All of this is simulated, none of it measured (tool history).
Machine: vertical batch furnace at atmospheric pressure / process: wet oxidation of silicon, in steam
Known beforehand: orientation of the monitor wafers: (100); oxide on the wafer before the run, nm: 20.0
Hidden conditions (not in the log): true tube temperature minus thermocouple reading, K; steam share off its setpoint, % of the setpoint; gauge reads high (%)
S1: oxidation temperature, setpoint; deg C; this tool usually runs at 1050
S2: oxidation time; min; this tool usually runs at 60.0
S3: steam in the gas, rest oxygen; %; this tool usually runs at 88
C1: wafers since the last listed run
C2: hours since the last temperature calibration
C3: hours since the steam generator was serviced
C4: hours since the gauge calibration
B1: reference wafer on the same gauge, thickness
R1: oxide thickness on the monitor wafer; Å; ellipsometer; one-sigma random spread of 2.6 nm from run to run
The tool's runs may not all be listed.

| run | hour | S1 | S2 | S3 | C1 | C2 | C3 | C4 | B1 | R1 |
|---|---|---|---|---|---|---|---|---|---|---|
| 1 | 0.0 | 1050 | 81.5 | 88 | 0 | 1130.4 | 2949.1 | 1306.2 | 551.88 | 6528.6 |
| 2 | 61.5 | 1070 | 60.0 | 88 | 946 | 1191.9 | 3010.6 | 1367.7 | 551.95 | 6031.4 |
| 3 | 111.8 | 1070 | 60.0 | 88 | 773 | 1242.2 | 3060.9 | 1418.0 | 553.24 | 5989.2 |
| 4 | 172.6 | 1050 | 53.5 | 88 | 935 | 1303.0 | 3121.7 | 1478.8 | 551.29 | 5100.7 |
| 5 | 206.0 | 1050 | 41.0 | 96 | 513 | 1336.4 | 3155.1 | 1512.2 | 551.23 | 4536.3 |
| 6 | 274.7 | 1050 | 60.0 | 84 | 1056 | 1405.1 | 3223.8 | 1580.9 | 553.15 | 5308.5 |
| 7 | 477.9 | 1050 | 60.0 | 84 | 3126 | 1608.3 | 3427.0 | 1784.1 | 551.96 | 5273.8 |
| 8 | 517.5 | 1050 | 60.0 | 84 | 609 | 1647.9 | 3466.6 | 1823.7 | 552.05 | 5247.3 |
| 9 | 541.7 | 1050 | 60.0 | 88 | 372 | 1672.1 | 3490.8 | 1847.9 | 552.98 | 5398.2 |
|  | 567.4 | gauge calibrated |
|  | 567.5 | thermocouples replaced and temperature profile calibrated |
| 10 | 654.1 | 1050 | 60.0 | 88 | 1360 | 86.6 | 3603.2 | 86.7 | 552.73 | 5368.8 |
| 11 | 686.2 | 1050 | 60.0 | 88 | 493 | 118.7 | 3635.3 | 118.8 | 551.82 | 5409.9 |
| 12 | 726.0 | 1050 | 60.0 | 88 | 612 | 158.5 | 3675.1 | 158.6 | 551.81 | 5446.9 |
| 13 | 761.1 | 1050 | 60.0 | 88 | 540 | 193.6 | 3710.2 | 193.7 | 552.60 | 5392.4 |
| 14 | 827.5 | 1050 | 60.0 | 88 | 1021 | 260.0 | 3776.6 | 260.1 | 551.34 | 5408.0 |
| 15 | 862.0 | 1050 | 60.0 | 88 | 530 | 294.5 | 3811.1 | 294.6 | 550.47 | 5432.5 |
| 16 | 903.6 | 1050 | 60.0 | 88 | 640 | 336.1 | 3852.7 | 336.2 | 551.64 | 5413.7 |
| 17 | 937.1 | 1050 | 60.0 | 88 | 515 | 369.6 | 3886.2 | 369.7 | 551.40 | 5406.2 |
| 18 | 979.9 | 1057 | 60.0 | 92 | 658 | 412.4 | 3929.0 | 412.5 | 553.68 | 5722.3 |
| 19 | 1034.1 | 1066 | 60.0 | 97 | 833 | 466.6 | 3983.2 | 466.7 | 552.85 | 6172.9 |
| 20 | 1102.1 | 1050 | 50.0 | 78 | 1046 | 534.6 | 4051.2 | 534.7 | 552.76 | 4488.8 |
| 21 | 1153.1 | 1033 | 60.0 | 82 | 784 | 585.6 | 4102.2 | 585.7 | 551.89 | 4713.7 |
|  | 1214.8 | steam generator serviced |
| 22 | 1216.4 | 1050 | 60.0 | 88 | 604 | 648.9 | 1.6 | 649.0 | 551.97 | 5721.3 |
| 23 | 1268.9 | 1058 | 88.0 | 88 | 807 | 701.4 | 54.1 | 701.5 | 550.32 | 7449.7 |
| 24 | 1295.1 | 1050 | 60.0 | 88 | 403 | 727.6 | 80.3 | 727.7 | 552.87 | 5645.7 |
| 25 | 1356.9 | 1073 | 80.0 | 88 | 950 | 789.4 | 142.1 | 789.5 | 550.86 | 7482.7 |
| 26 | 1388.0 | 1070 | 60.0 | 88 | 478 | 820.5 | 173.2 | 820.6 | 550.89 | 6262.6 |
| 27 | 1437.3 | 1060 | 75.5 | 77 | 758 | 869.8 | 222.5 | 869.9 | 551.14 | 6243.3 |
| 28 | 1490.0 | 1050 | 60.0 | 88 | 810 | 922.5 | 275.2 | 922.6 | 552.95 | 5622.3 |
| 29 | 1552.0 | 1050 | 53.5 | 88 | 953 | 984.5 | 337.2 | 984.6 | 551.95 | 5252.7 |
| 30 | 1601.0 | 1050 | 60.0 | 96 | 753 | 1033.5 | 386.2 | 1033.6 | 551.29 | 5891.9 |
| 31 | 1638.2 | 1058 | 52.5 | 82 | 572 | 1070.7 | 423.4 | 1070.8 | 551.04 | 5208.0 |
| 32 | 1676.3 | 1037 | 74.5 | 95 | 586 | 1108.8 | 461.5 | 1108.9 | 552.82 | 6268.6 |
| 33 | 1730.4 | 1050 | 84.5 | 77 | 832 | 1162.9 | 515.6 | 1163.0 | 553.43 | 6364.4 |
| 34 | 1790.2 | 1050 | 47.5 | 88 | 920 | 1222.7 | 575.4 | 1222.8 | 551.83 | 4894.9 |
| 35 | 1842.6 | 1050 | 31.0 | 82 | 806 | 1275.1 | 627.8 | 1275.2 | 551.80 | 3569.6 |

Predict each of these 3 candidate next runs independently; none follows another, all start after run 35:
| A | 1846.7 | 1050 | 60.0 | 83 | 63 | 1279.2 | 631.9 | 1279.3 | ? | ? |
| B | 1846.7 | 1050 | 40.5 | 84 | 63 | 1279.2 | 631.9 | 1279.3 | ? | ? |
| C | 1846.7 | 1050 | 45.5 | 88 | 63 | 1279.2 | 631.9 | 1279.3 | ? | ? |

| run | B1 | R1 |
|---|---|---|
| A | 551.26 | 5400.8 |
| B | 551.26 | 4276.5 |
| C | 551.26 | 4729.0 |
With the hidden condition removed and each run's random variation left untouched, the same runs would have given:
| run | R1 |
|---|---|
| A | 5512.8 |
| B | 4367.7 |
| C | 4828.7 |
